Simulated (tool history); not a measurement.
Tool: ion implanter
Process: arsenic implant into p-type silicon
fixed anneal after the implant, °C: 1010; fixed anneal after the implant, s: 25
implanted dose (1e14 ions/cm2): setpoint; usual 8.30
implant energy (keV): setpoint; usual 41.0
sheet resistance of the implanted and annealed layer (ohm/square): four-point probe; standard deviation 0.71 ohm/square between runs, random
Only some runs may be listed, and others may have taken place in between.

run	hour	implanted dose (1e14 ions/cm2)	implant energy (keV)	wafers since the last listed run	hours since the last dose calibration	hours since the extraction supply was calibrated	hours since the gauge calibration	read-back reference wafer on the same gauge, sheet resistance	sheet resistance of the implanted and annealed layer (ohm/square)
1	0.0	8.30	47.0	0	1767.3	4824.4	2469.9	147.81	131.09
2	105.2	8.30	47.0	1695	1872.5	4929.6	2575.1	148.04	131.49
3	170.4	8.30	47.0	1050	1937.7	4994.8	2640.3	148.10	131.70
4	268.8	8.30	41.0	1585	2036.1	5093.2	2738.7	148.03	134.67
5	309.1	8.30	41.0	649	2076.4	5133.5	2779.0	147.91	135.63
# hour 370.2: gauge calibrated
# hour 383.0: Faraday cup replaced and dose calibrated
6	386.1	8.30	41.0	1111	3.1	5210.5	15.9	148.11	125.87
7	483.6	8.30	41.0	1571	100.6	5308.0	113.4	147.70	125.84
8	523.3	7.80	41.0	639	140.3	5347.7	153.1	148.29	132.32
9	583.9	7.80	41.0	976	200.9	5408.3	213.7	148.37	130.90
10	633.7	8.30	41.0	802	250.7	5458.1	263.5	148.13	127.79
11	674.1	8.30	41.0	651	291.1	5498.5	303.9	147.96	127.25
12	722.9	8.30	41.0	786	339.9	5547.3	352.7	148.24	125.34
13	816.6	7.30	34.0	1509	433.6	5641.0	446.4	147.93	143.57
14	872.2	8.30	41.0	895	489.2	5696.6	502.0	147.96	127.09
15	912.5	5.90	29.5	649	529.5	5736.9	542.3	148.17	171.94
16	956.2	8.94	27.0	704	573.2	5780.6	586.0	148.24	130.59
17	995.2	8.30	34.5	628	612.2	5819.6	625.0	147.97	129.89
18	1038.5	6.68	33.5	697	655.5	5862.9	668.3	147.70	153.39
# hour 1092.5: Faraday cup replaced and dose calibrated, repeated, since the last time left the tool worse
19	1093.3	7.55	37.0	754	0.8	5917.7	723.1	147.82	144.28
20	1173.2	6.47	28.0	1287	80.7	5997.6	803.0	148.18	169.43
21	1262.9	8.30	46.5	1445	170.4	6087.3	892.7	148.18	129.71
22	1303.5	10.48	45.0	654	211.0	6127.9	933.3	148.06	110.68
23	1346.7	10.48	45.0	696	254.2	6171.1	976.5	147.94	110.71
24	1435.0	8.30	41.0	1422	342.5	6259.4	1064.8	147.73	133.27
# hour 1489.3: extraction supply calibrated
25	1503.2	8.30	41.0	970	410.7	13.9	1133.0	147.81	132.50
26	1566.7	8.30	41.0	1023	474.2	77.4	1196.5	148.14	133.50
27	1651.4	6.56	28.0	1364	558.9	162.1	1281.2	148.13	168.20
28	1706.3	6.41	53.5	884	613.8	217.0	1336.1	148.00	154.81
29	1759.4	8.30	41.0	855	666.9	270.1	1389.2	147.97	133.15
30	1855.1	7.19	48.0	1542	762.6	365.8	1484.9	147.89	144.88
31	1919.9	9.44	41.0	1044	827.4	430.6	1549.7	148.42	120.85
32	1994.1	7.36	33.0	1195	901.6	504.8	1623.9	148.04	150.47
33	2072.5	8.30	41.0	1263	980.0	583.2	1702.3	148.29	134.25
34	2145.4	10.78	54.0	1174	1052.9	656.1	1775.2	148.06	106.02
35	2223.8	8.30	41.0	1263	1131.3	734.5	1853.6	147.83	132.93
36	2300.3	8.30	41.0	1232	1207.8	811.0	1930.1	148.30	133.43
37	2370.0	10.08	41.0	1123	1277.5	880.7	1999.8	147.93	116.93

Here are 4 independent what-if runs from the current tool condition. What would each one return?
A	2370.4	8.30	41.0	6	1277.9	881.1	2000.2	?	?
B	2370.4	7.07	32.5	6	1277.9	881.1	2000.2	?	?
C	2370.4	9.17	34.0	6	1277.9	881.1	2000.2	?	?
D	2370.4	8.30	32.5	6	1277.9	881.1	2000.2	?	?

run	read-back reference wafer on the same gauge, sheet resistance	sheet resistance of the implanted and annealed layer (ohm/square)
A	147.96	134.04
B	147.96	156.86
C	147.96	129.10
D	147.96	139.55
Without the tool's hidden state the same runs would have given:
run	sheet resistance of the implanted and annealed layer (ohm/square)
A	132.82
B	155.41
C	128.01
D	138.32
